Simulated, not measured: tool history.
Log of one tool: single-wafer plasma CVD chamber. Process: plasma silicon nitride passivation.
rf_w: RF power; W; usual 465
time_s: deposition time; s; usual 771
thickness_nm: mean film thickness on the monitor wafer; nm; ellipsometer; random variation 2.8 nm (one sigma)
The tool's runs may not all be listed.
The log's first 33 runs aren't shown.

run    hour  rf_w  time_s  read-back reference wafer on the same gauge, thickness_nm  thickness_nm
 34   786.4   465     889                                                   1099.746      1375.309
 35   810.9   465     842                                                   1100.010      1300.219
 36   843.3   550     771                                                   1098.507      1234.923
 37   877.6   540     861                                                   1099.414      1368.385
 38   893.4   545     838                                                   1100.421      1332.522
 39   920.4   465     771                                                   1100.132      1190.548
 40   953.6   465     842                                                   1098.944      1290.392
 41   980.7   500     619                                                   1100.939       968.912
 42  1012.1   500     693                                                   1100.335      1083.894
 43  1047.4   435     919                                                   1100.429      1390.241
 44  1152.8   390     821                                                   1100.482      1212.807

4 ways to go on from here, each from the tool as it stands after run 44. What would each give?
  A  1153.4   465     669                                                          ?             ?
  B  1153.4   430     664                                                          ?             ?
  C  1153.4   415     827                                                          ?             ?
  D  1153.4   405     699                                                          ?             ?

run  read-back reference wafer on the same gauge, thickness_nm  thickness_nm
  A                                                   1100.181      1028.690
  B                                                   1100.181      1004.934
  C                                                   1100.181      1242.817
  D                                                   1100.181      1045.425
Without the tool's hidden state the same runs would have given:
run  thickness_nm
  A      1040.247
  B      1016.225
  C      1256.781
  D      1057.171
